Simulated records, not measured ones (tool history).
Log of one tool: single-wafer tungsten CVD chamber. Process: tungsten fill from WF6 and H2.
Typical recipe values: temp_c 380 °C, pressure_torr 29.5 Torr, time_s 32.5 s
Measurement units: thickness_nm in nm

run	hour	temp_c	pressure_torr	time_s	read-back reference wafer on the same gauge, thickness_nm	thickness_nm
1	0	380	29.5	32.5	59.957	65.77
2	54.3	380	29.5	32.5	60.032	65.832
3	83	380	29.5	32.5	60.031	65.579
4	140	376	29.5	30.1	59.989	55.388
5	169.4	376	29.5	30.1	59.98	55.654
6	229.8	380	29.5	35.7	60.039	72.255
7	268.4	380	29.5	35.7	59.967	72.65
8	297.7	380	29.5	32.5	60.053	65.781
9	411.8	380	29.5	32.5	60.037	65.857
10	470.8	380	29.5	28.7	59.996	58.588
11	509.1	380	29.5	32.5	59.98	66.141
12	573.9	380	29.5	32.5	59.938	66.268
13	629.7	380	29.5	32.5	60.045	66.707
14	667.5	380	29.5	37.3	60.028	76.582
# hour 719.6: capacitance manometer re-zeroed and calibrated
# hour 735.9: showerhead replaced, of another model than before
15	841.6	380	29.5	37.3	59.969	73.568
# hour 856.4: thermocouple changed; heater temperature recalibrated
16	873.9	380	29.5	37.3	59.977	73.846
17	927.4	380	29.5	32.5	60.024	63.95
18	996.9	367	29.5	32.5	59.971	47.099
# hour 1026.8: gauge calibrated
19	1060.7	369	23.7	29.8	60.012	38.979
20	1110.4	380	29.5	32.5	60.016	64.083
21	1177.8	368	36.7	32.5	60.059	56.13
22	1215.8	390	26.9	32.5	60.011	74.794
23	1254.1	380	29.5	32.5	60.004	64.302
24	1310.2	368	23.7	27.9	60.008	35.614
25	1352.2	380	26.9	32.5	60.032	60.346
26	1376.3	367	22.9	29.6	60	36.052
27	1442.9	392	26.8	35.2	59.992	84.706
28	1493.5	372	31.8	30.5	59.99	53.182
29	1527.9	391	29.5	29.4	59.99	74.284
30	1566.7	380	29.5	32.5	59.977	64.751
31	1597.7	368	29.5	37.3	60.015	56.563
32	1632.7	385	25.6	36.8	60.028	74.08
33	1819.7	380	29.5	32.5	59.968	65.188
34	1867	380	29.5	32.5	59.966	65.299
35	1895.2	380	29.5	32.5	60.022	65.298

Here are 3 independent what-if runs from the current tool condition. What would each one return?
A	1895.6	380	29.5	32.5	?	?
B	1895.6	366	35.3	26.5	?	?
C	1895.6	380	27.5	36.5	?	?

run	read-back reference wafer on the same gauge, thickness_nm	thickness_nm
A	60.028	65.211
B	60.028	43.123
C	60.028	69.761
Had the tool no hidden state, the same runs would have come out as:
run	thickness_nm
A	64.38
B	42.586
C	68.872
